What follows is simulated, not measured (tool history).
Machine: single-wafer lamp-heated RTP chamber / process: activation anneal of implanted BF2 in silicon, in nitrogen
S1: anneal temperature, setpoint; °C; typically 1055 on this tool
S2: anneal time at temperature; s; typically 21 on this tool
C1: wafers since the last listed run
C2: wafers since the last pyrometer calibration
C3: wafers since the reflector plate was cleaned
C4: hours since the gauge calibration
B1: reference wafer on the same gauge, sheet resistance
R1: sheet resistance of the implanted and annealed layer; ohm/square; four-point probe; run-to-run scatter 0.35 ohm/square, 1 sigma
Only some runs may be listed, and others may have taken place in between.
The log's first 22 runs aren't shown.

run	hour	S1	S2	C1	C2	C3	C4	B1	R1
23	539.3	1055	21	391	1657	1563	1418.3	126.88	131.89
24	574.1	1037	13	595	2252	2158	1453.1	126.93	142.31
25	606.5	1055	21	554	2806	2713	1485.5	127	131.87
26	632.7	1055	21	448	3254	3161	1511.7	127.03	131.79
27	660.4	1080	17	473	3728	3635	1539.4	126.98	127.62
28	676.5	1042	31	275	4004	3910	1555.5	126.87	131.42
# hour 689.2: pyrometer window cleaned and pyrometer calibrated
# hour 690.9: gauge calibrated
29	706.2	1055	21	371	290	4281	15.3	126.85	134
30	730.1	1069	14	408	699	4690	39.2	127.03	132.36
31	750	1070	21	340	1039	5030	59.1	127.1	129
32	782.7	1043	31	559	1599	5590	91.8	126.93	132.59
33	817.3	1055	21	591	2190	6181	126.4	126.95	131.44
34	878	1055	21	1038	3229	7220	187.1	127	131.7
35	899.5	1079	11	367	3596	7587	208.6	127.11	129.95
36	934.9	1040	14	605	4202	8193	244	127	140.77

Consider 5 possible next runs. They are alternatives, not a sequence: every one starts from the tool as it was left by run 36. What does each give?
A	935.3	1055	27	6	4209	8200	244.4	?	?
B	935.3	1068	32	6	4209	8200	244.4	?	?
C	935.3	1035	12	6	4209	8200	244.4	?	?
D	935.3	1071	16	6	4209	8200	244.4	?	?
E	935.3	1067	15	6	4209	8200	244.4	?	?

run	B1	R1
A	126.88	129.63
B	126.88	125.99
C	126.88	144.34
D	126.88	129.71
E	126.88	131.22
Had the tool no hidden state, the same runs would have come out as:
run	R1
A	131.91
B	127.3
C	147.71
D	131.99
E	133.78

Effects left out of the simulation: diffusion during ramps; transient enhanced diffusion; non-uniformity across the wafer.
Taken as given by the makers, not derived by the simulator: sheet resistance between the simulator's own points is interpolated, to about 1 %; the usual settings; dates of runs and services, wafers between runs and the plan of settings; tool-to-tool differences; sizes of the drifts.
